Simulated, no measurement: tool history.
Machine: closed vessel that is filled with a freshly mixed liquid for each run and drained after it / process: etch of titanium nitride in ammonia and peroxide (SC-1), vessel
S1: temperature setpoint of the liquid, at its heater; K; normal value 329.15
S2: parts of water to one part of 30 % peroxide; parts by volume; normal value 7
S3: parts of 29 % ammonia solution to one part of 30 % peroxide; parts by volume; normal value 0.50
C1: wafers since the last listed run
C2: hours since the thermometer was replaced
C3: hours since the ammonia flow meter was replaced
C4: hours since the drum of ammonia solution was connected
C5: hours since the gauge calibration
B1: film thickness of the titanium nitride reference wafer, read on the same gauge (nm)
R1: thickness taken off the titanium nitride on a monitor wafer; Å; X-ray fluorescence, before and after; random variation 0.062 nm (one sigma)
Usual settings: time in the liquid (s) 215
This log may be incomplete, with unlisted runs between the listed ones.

{"run": 1, "hour": 0.0, "S1": 329.15, "S2": 7, "S3": 0.5, "time in the liquid (s)": 215, "C1": 0, "C2": 2223.1, "C3": 488.0, "C4": 590.1, "C5": 1763.2, "B1": 99.99, "R1": 139.9}
{"run": 2, "hour": 46.0, "S1": 329.15, "S2": 7, "S3": 0.5, "time in the liquid (s)": 215, "C1": 5308, "C2": 2269.1, "C3": 534.0, "C4": 636.1, "C5": 1809.2, "B1": 99.98, "R1": 141.0}
{"hour": 89.5, "done": "new drum of ammonia solution connected"}
{"run": 3, "hour": 122.1, "S1": 329.15, "S2": 7, "S3": 0.5, "time in the liquid (s)": 215, "C1": 8667, "C2": 2345.2, "C3": 610.1, "C4": 32.6, "C5": 1885.3, "B1": 100.0, "R1": 142.1}
{"hour": 146.5, "done": "ammonia flow meter replaced"}
{"run": 4, "hour": 164.2, "S1": 329.15, "S2": 7, "S3": 0.5, "time in the liquid (s)": 215, "C1": 4743, "C2": 2387.3, "C3": 17.7, "C4": 74.7, "C5": 1927.4, "B1": 100.01, "R1": 144.3}
{"run": 5, "hour": 473.0, "S1": 329.15, "S2": 7, "S3": 0.5, "time in the liquid (s)": 215, "C1": 35638, "C2": 2696.1, "C3": 326.5, "C4": 383.5, "C5": 2236.2, "B1": 100.02, "R1": 142.1}
{"run": 6, "hour": 574.1, "S1": 329.15, "S2": 7, "S3": 0.5, "time in the liquid (s)": 215, "C1": 11667, "C2": 2797.2, "C3": 427.6, "C4": 484.6, "C5": 2337.3, "B1": 100.01, "R1": 141.7}
{"run": 7, "hour": 639.4, "S1": 329.15, "S2": 7, "S3": 0.5, "time in the liquid (s)": 215, "C1": 7536, "C2": 2862.5, "C3": 492.9, "C4": 549.9, "C5": 2402.6, "B1": 99.99, "R1": 142.1}
{"hour": 645.0, "done": "new drum of ammonia solution connected"}
{"run": 8, "hour": 702.7, "S1": 329.15, "S2": 7, "S3": 0.5, "time in the liquid (s)": 215, "C1": 7189, "C2": 2925.8, "C3": 556.2, "C4": 57.7, "C5": 2465.9, "B1": 99.99, "R1": 143.4}
{"hour": 746.8, "done": "ammonia flow meter replaced"}
{"run": 9, "hour": 750.9, "S1": 329.15, "S2": 7, "S3": 0.5, "time in the liquid (s)": 215, "C1": 5447, "C2": 2974.0, "C3": 4.1, "C4": 105.9, "C5": 2514.1, "B1": 99.98, "R1": 145.2}
{"hour": 780.1, "done": "thermometer replaced"}
{"hour": 800.4, "done": "gauge calibrated"}
{"run": 10, "hour": 840.9, "S1": 329.15, "S2": 7, "S3": 0.5, "time in the liquid (s)": 215, "C1": 10271, "C2": 60.8, "C3": 94.1, "C4": 195.9, "C5": 40.5, "B1": 99.98, "R1": 142.5}
{"run": 11, "hour": 887.4, "S1": 333.15, "S2": 5, "S3": 0.4, "time in the liquid (s)": 105, "C1": 5366, "C2": 107.3, "C3": 140.6, "C4": 242.4, "C5": 87.0, "B1": 99.98, "R1": 103.8}
{"run": 12, "hour": 966.2, "S1": 329.15, "S2": 9, "S3": 0.7, "time in the liquid (s)": 285, "C1": 9094, "C2": 186.1, "C3": 219.4, "C4": 321.2, "C5": 165.8, "B1": 100.0, "R1": 177.7}
{"run": 13, "hour": 1009.1, "S1": 324.65, "S2": 5, "S3": 0.4, "time in the liquid (s)": 90, "C1": 4951, "C2": 229.0, "C3": 262.3, "C4": 364.1, "C5": 208.7, "B1": 100.0, "R1": 50.0}
{"run": 14, "hour": 1090.3, "S1": 329.15, "S2": 5, "S3": 0.5, "time in the liquid (s)": 275, "C1": 9371, "C2": 310.2, "C3": 343.5, "C4": 445.3, "C5": 289.9, "B1": 100.01, "R1": 214.4}
{"run": 15, "hour": 1165.2, "S1": 336.65, "S2": 10, "S3": 0.6, "time in the liquid (s)": 305, "C1": 8644, "C2": 385.1, "C3": 418.4, "C4": 520.2, "C5": 364.8, "B1": 100.0, "R1": 282.0}
{"hour": 1241.5, "done": "new drum of ammonia solution connected"}
{"run": 16, "hour": 1261.2, "S1": 329.15, "S2": 7, "S3": 0.5, "time in the liquid (s)": 215, "C1": 10963, "C2": 481.1, "C3": 514.4, "C4": 19.7, "C5": 460.8, "B1": 99.98, "R1": 141.6}
{"run": 17, "hour": 1314.5, "S1": 329.15, "S2": 5, "S3": 0.7, "time in the liquid (s)": 215, "C1": 6151, "C2": 534.4, "C3": 567.7, "C4": 73.0, "C5": 514.1, "B1": 100.0, "R1": 176.1}
{"hour": 1376.7, "done": "ammonia flow meter replaced"}
{"run": 18, "hour": 1400.6, "S1": 338.15, "S2": 7, "S3": 0.75, "time in the liquid (s)": 300, "C1": 9821, "C2": 620.5, "C3": 23.9, "C4": 159.1, "C5": 600.2, "B1": 99.99, "R1": 386.8}
{"run": 19, "hour": 1446.4, "S1": 329.15, "S2": 7, "S3": 0.5, "time in the liquid (s)": 215, "C1": 5285, "C2": 666.3, "C3": 69.7, "C4": 204.9, "C5": 646.0, "B1": 99.99, "R1": 143.7}
{"run": 20, "hour": 1508.1, "S1": 334.15, "S2": 9, "S3": 0.7, "time in the liquid (s)": 215, "C1": 7120, "C2": 728.0, "C3": 131.4, "C4": 266.6, "C5": 707.7, "B1": 100.02, "R1": 185.3}
{"run": 21, "hour": 1548.6, "S1": 332.15, "S2": 5, "S3": 0.3, "time in the liquid (s)": 280, "C1": 4674, "C2": 768.5, "C3": 171.9, "C4": 307.1, "C5": 748.2, "B1": 99.98, "R1": 246.2}
{"run": 22, "hour": 1637.4, "S1": 329.15, "S2": 7, "S3": 0.75, "time in the liquid (s)": 140, "C1": 10248, "C2": 857.3, "C3": 260.7, "C4": 395.9, "C5": 837.0, "B1": 99.99, "R1": 98.6}
{"run": 23, "hour": 1716.7, "S1": 329.15, "S2": 7, "S3": 0.5, "time in the liquid (s)": 215, "C1": 9151, "C2": 936.6, "C3": 340.0, "C4": 475.2, "C5": 916.3, "B1": 100.0, "R1": 142.0}
{"run": 24, "hour": 1757.9, "S1": 338.15, "S2": 7, "S3": 0.7, "time in the liquid (s)": 100, "C1": 4754, "C2": 977.8, "C3": 381.2, "C4": 516.4, "C5": 957.5, "B1": 99.98, "R1": 124.6}
{"run": 25, "hour": 1802.4, "S1": 323.65, "S2": 7, "S3": 0.5, "time in the liquid (s)": 105, "C1": 5135, "C2": 1022.3, "C3": 425.7, "C4": 560.9, "C5": 1002.0, "B1": 99.99, "R1": 47.3}
{"run": 26, "hour": 1849.6, "S1": 329.15, "S2": 7, "S3": 0.3, "time in the liquid (s)": 130, "C1": 5447, "C2": 1069.5, "C3": 472.9, "C4": 608.1, "C5": 1049.2, "B1": 100.0, "R1": 77.0}

What differs in the tool's unlogged condition from the final listed run ahead of each entry between runs to the first listed run following it?
In the gap between runs 2 and 3: new drum of ammonia solution connected (hour 89.5)
  ammonia flow below the setpoint (%): 8.49 -> 9.64; ammonia solution weaker than its label (%): 12.2 -> 0.707
  difference, measured minus the result without the unlogged condition, R1: -5.3 -> -2.6 Å
In the gap between runs 3 and 4: ammonia flow meter replaced (hour 146.5)
  ammonia flow below the setpoint (%): 9.64 -> 1.31; ammonia solution weaker than its label (%): 0.707 -> 1.49
  difference, measured minus the result without the unlogged condition, R1: -2.6 -> -0.7 Å
In the gap between runs 7 and 8: new drum of ammonia solution connected (hour 645.0)
  ammonia flow below the setpoint (%): 8.51 -> 9.47; ammonia solution weaker than its label (%): 10.3 -> 1.61
  difference, measured minus the result without the unlogged condition, R1: -4.8 -> -2.8 Å
In the gap between runs 8 and 9: ammonia flow meter replaced (hour 746.8)
  ammonia flow below the setpoint (%): 9.47 -> 0.461; ammonia solution weaker than its label (%): 1.61 -> 2.5
  difference, measured minus the result without the unlogged condition, R1: -2.8 -> -0.8 Å
In the gap between runs 9 and 10: thermometer replaced (hour 780.1); gauge calibrated (hour 800.4)
  ammonia flow below the setpoint (%): 0.461 -> 1.83; ammonia solution weaker than its label (%): 2.5 -> 4.18
  difference, measured minus the result without the unlogged condition, R1: -0.8 -> -1.4 Å
In the gap between runs 15 and 16: new drum of ammonia solution connected (hour 1241.5)
  ammonia flow below the setpoint (%): 6.75 -> 8.2; ammonia solution weaker than its label (%): 10.2 -> 2.77
  difference, measured minus the result without the unlogged condition, R1: -8.7 -> -2.8 Å
In the gap between runs 17 and 18: ammonia flow meter replaced (hour 1376.7)
  ammonia flow below the setpoint (%): 9.01 -> 0.37; ammonia solution weaker than its label (%): 3.77 -> 5.37
  difference, measured minus the result without the unlogged condition, R1: -3.3 -> -3.4 Å
